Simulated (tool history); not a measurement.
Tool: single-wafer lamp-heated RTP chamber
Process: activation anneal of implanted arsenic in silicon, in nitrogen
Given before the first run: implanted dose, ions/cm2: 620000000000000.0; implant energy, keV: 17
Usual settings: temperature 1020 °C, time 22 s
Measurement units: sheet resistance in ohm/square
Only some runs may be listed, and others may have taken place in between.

run	hour	temperature	time	wafers since the last listed run	wafers since the last pyrometer calibration	wafers since the reflector plate was cleaned	hours since the gauge calibration	read-back reference wafer on the same gauge, sheet resistance	sheet resistance
1	0.0	1020	22	0	3645	7572	1105.2	180.94	167.36
# hour 57.6: reflector plate cleaned
2	62.8	1020	22	989	4634	93	1168.0	181.16	167.71
3	151.4	1020	22	1600	6234	1693	1256.6	180.85	167.31
# hour 198.6: gauge calibrated
# hour 222.5: pyrometer window cleaned and pyrometer calibrated
4	252.4	1020	22	1679	539	3372	53.8	180.78	167.31
5	343.4	1020	22	1643	2183	5015	144.8	181.02	167.02
6	422.4	1020	22	1426	3609	6442	223.8	181.19	166.98
7	486.6	1020	22	1159	4769	7601	288.0	180.94	166.61
8	527.9	1020	22	745	5515	8347	329.3	180.90	167.43
# hour 578.9: reflector plate cleaned
9	579.4	1020	30	785	6300	9	380.8	180.88	163.40
10	656.1	1020	30	1385	7685	1394	457.5	181.09	162.93
11	708.7	1020	30	949	8635	2344	510.1	181.03	163.52
# hour 762.9: pyrometer window cleaned and pyrometer calibrated
12	779.5	1020	22	1134	299	3478	580.9	181.10	166.92
13	880.3	1008	22	1820	2120	5298	681.7	180.86	168.49
14	988.3	1008	22	1950	4070	7249	789.7	181.00	168.74
15	1047.9	1008	22	1076	5146	8325	849.3	181.01	169.57
# hour 1108.4: reflector plate cleaned, repeated, since the last time left the tool worse
16	1110.3	1020	22	982	6129	34	911.7	181.03	166.91
17	1179.3	1035	22	1246	7375	1280	980.7	181.09	165.20
# hour 1226.1: pyrometer window cleaned and pyrometer calibrated
18	1257.3	1002	18	1264	562	2544	1058.7	181.05	172.96
19	1326.4	1020	27	1247	1810	3792	1127.8	180.92	166.25
20	1392.8	1002	18	1199	3009	4991	1194.2	181.15	172.71
# hour 1400.6: gauge calibrated
21	1480.9	990	15	1591	4600	6582	80.3	181.01	176.58
22	1586.5	1001	31	1907	6507	8489	185.9	181.06	168.64
# hour 1598.7: reflector plate cleaned
23	1623.7	1038	32	527	7035	451	223.1	181.19	159.45
24	1720.4	1007	32	1746	8781	2197	319.8	180.85	168.31
# hour 1741.8: pyrometer window cleaned and pyrometer calibrated
25	1845.8	1043	22	2120	1878	4317	445.2	180.90	163.11
26	1934.5	999	14	1601	3480	5919	533.9	180.98	174.74
27	1977.7	1028	15	780	4260	6699	577.1	181.04	168.84
# hour 2062.0: reflector plate cleaned
28	2140.1	1020	22	2788	7048	1410	739.5	181.01	168.10
# hour 2237.2: pyrometer window cleaned and pyrometer calibrated
29	2320.4	1030	18	3111	1502	4522	919.8	181.09	168.04
30	2384.8	1046	15	1163	2665	5685	984.2	181.00	165.75

Pick out some run-to-run changes in sheet resistance. Of each, how much would a tool without hidden state show as well, from the settings, what came in and chance, and how much is left for the hidden state and any gauge scatter not in both results compared?
What the log doesn't record here: true wafer temperature minus pyrometer reading, K; wafer temperature error from the tarnished reflector plate, K; gauge reads high (%).
Run 8 -> 9: time 22 -> 30, reflector plate cleaned. sheet resistance -4.03 ohm/square: hidden state -0.78, all else -3.25.
Run 15 -> 16: temperature 1008 -> 1020, reflector plate cleaned, repeated, since the last time left the tool worse. sheet resistance -2.66 ohm/square: hidden state +1.91, all else -4.57.
Run 22 -> 23: temperature 1001 -> 1038, time 31 -> 32, reflector plate cleaned. sheet resistance -9.19 ohm/square: hidden state +0.62, all else -9.81.
Run 23 -> 24: temperature 1038 -> 1007. sheet resistance +8.86 ohm/square: hidden state -0.04, all else +8.90.
Run 25 -> 26: temperature 1043 -> 999, time 22 -> 14. sheet resistance +11.63 ohm/square: hidden state -0.06, all else +11.69.
